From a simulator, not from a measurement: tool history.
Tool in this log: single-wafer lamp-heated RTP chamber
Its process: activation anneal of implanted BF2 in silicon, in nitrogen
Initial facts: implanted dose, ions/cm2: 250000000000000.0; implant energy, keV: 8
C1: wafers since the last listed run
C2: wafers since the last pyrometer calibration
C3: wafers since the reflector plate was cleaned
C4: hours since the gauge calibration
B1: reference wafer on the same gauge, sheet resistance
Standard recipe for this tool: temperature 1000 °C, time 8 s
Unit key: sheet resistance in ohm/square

run 1 hour=0.0 | temperature=1000 time=8 | C1=0 C2=309 C3=3956 C4=45.6 | B1=641.69 | sheet_resistance=546.87
run 2 hour=24.8 | temperature=980 time=8 | C1=306 C2=616 C3=4263 C4=70.4 | B1=641.23 | sheet_resistance=571.76
run 3 hour=46.5 | temperature=980 time=8 | C1=268 C2=884 C3=4531 C4=92.1 | B1=641.02 | sheet_resistance=565.37
run 4 hour=77.8 | temperature=980 time=8 | C1=387 C2=1271 C3=4918 C4=123.4 | B1=641.40 | sheet_resistance=558.79
run 5 hour=91.3 | temperature=1000 time=8 | C1=166 C2=1438 C3=5085 C4=136.9 | B1=640.81 | sheet_resistance=542.39
run 6 hour=120.0 | temperature=1000 time=8 | C1=354 C2=1793 C3=5440 C4=165.6 | B1=640.24 | sheet_resistance=533.71
run 7 hour=140.9 | temperature=977 time=8 | C1=258 C2=2052 C3=5699 C4=186.5 | B1=640.61 | sheet_resistance=565.68
run 8 hour=185.0 | temperature=977 time=8 | C1=545 C2=2597 C3=6244 C4=230.6 | B1=641.34 | sheet_resistance=563.89
run 9 hour=207.1 | temperature=1000 time=8 | C1=273 C2=2870 C3=6517 C4=252.7 | B1=641.09 | sheet_resistance=530.02
run 10 hour=223.9 | temperature=1000 time=8 | C1=207 C2=3078 C3=6725 C4=269.5 | B1=641.57 | sheet_resistance=528.89
-- hour=251.5 pyrometer window cleaned and pyrometer calibrated
run 11 hour=252.0 | temperature=1000 time=8 | C1=248 C2=6 C3=6974 C4=297.6 | B1=641.07 | sheet_resistance=548.41
run 12 hour=262.6 | temperature=1000 time=8 | C1=131 C2=137 C3=7105 C4=308.2 | B1=640.67 | sheet_resistance=542.97
run 13 hour=321.8 | temperature=983 time=6 | C1=732 C2=870 C3=7837 C4=367.4 | B1=640.56 | sheet_resistance=567.29
-- hour=334.9 gauge calibrated
-- hour=348.7 reflector plate cleaned
run 14 hour=349.2 | temperature=1020 time=12 | C1=239 C2=1110 C3=6 C4=14.3 | B1=641.58 | sheet_resistance=507.63
run 15 hour=377.6 | temperature=1008 time=13 | C1=351 C2=1461 C3=357 C4=42.7 | B1=641.15 | sheet_resistance=509.86
run 16 hour=407.5 | temperature=988 time=5 | C1=369 C2=1831 C3=727 C4=72.6 | B1=641.15 | sheet_resistance=559.73
run 17 hour=436.1 | temperature=970 time=12 | C1=353 C2=2184 C3=1081 C4=101.2 | B1=640.48 | sheet_resistance=560.83
-- hour=489.7 pyrometer window cleaned and pyrometer calibrated
run 18 hour=508.0 | temperature=1011 time=12 | C1=790 C2=226 C3=1871 C4=173.1 | B1=640.85 | sheet_resistance=516.91
run 19 hour=542.4 | temperature=1022 time=4 | C1=425 C2=652 C3=2296 C4=207.5 | B1=641.28 | sheet_resistance=526.17
run 20 hour=578.2 | temperature=977 time=8 | C1=442 C2=1095 C3=2739 C4=243.3 | B1=640.97 | sheet_resistance=565.20
run 21 hour=614.6 | temperature=1027 time=9 | C1=450 C2=1545 C3=3189 C4=279.7 | B1=640.67 | sheet_resistance=503.11
run 22 hour=645.6 | temperature=974 time=9 | C1=383 C2=1928 C3=3573 C4=310.7 | B1=640.67 | sheet_resistance=564.09

Predict each of these 3 candidate next runs independently; none follows another, all start after run 22:
run A hour=646.0 | temperature=1000 time=8 | C1=4 C2=1933 C3=3578 C4=311.1 | B1=? | sheet_resistance=?
run B hour=646.0 | temperature=1008 time=8 | C1=4 C2=1933 C3=3578 C4=311.1 | B1=? | sheet_resistance=?
run C hour=646.0 | temperature=1017 time=11 | C1=4 C2=1933 C3=3578 C4=311.1 | B1=? | sheet_resistance=?

run=A B1=641.41 sheet_resistance=531.85
run=B B1=641.41 sheet_resistance=522.91
run=C B1=641.41 sheet_resistance=506.63
Stripped of hidden state, with their random variation kept, the same runs would have yielded:
run=A sheet_resistance=542.16
run=B sheet_resistance=532.34
run=C sheet_resistance=515.12
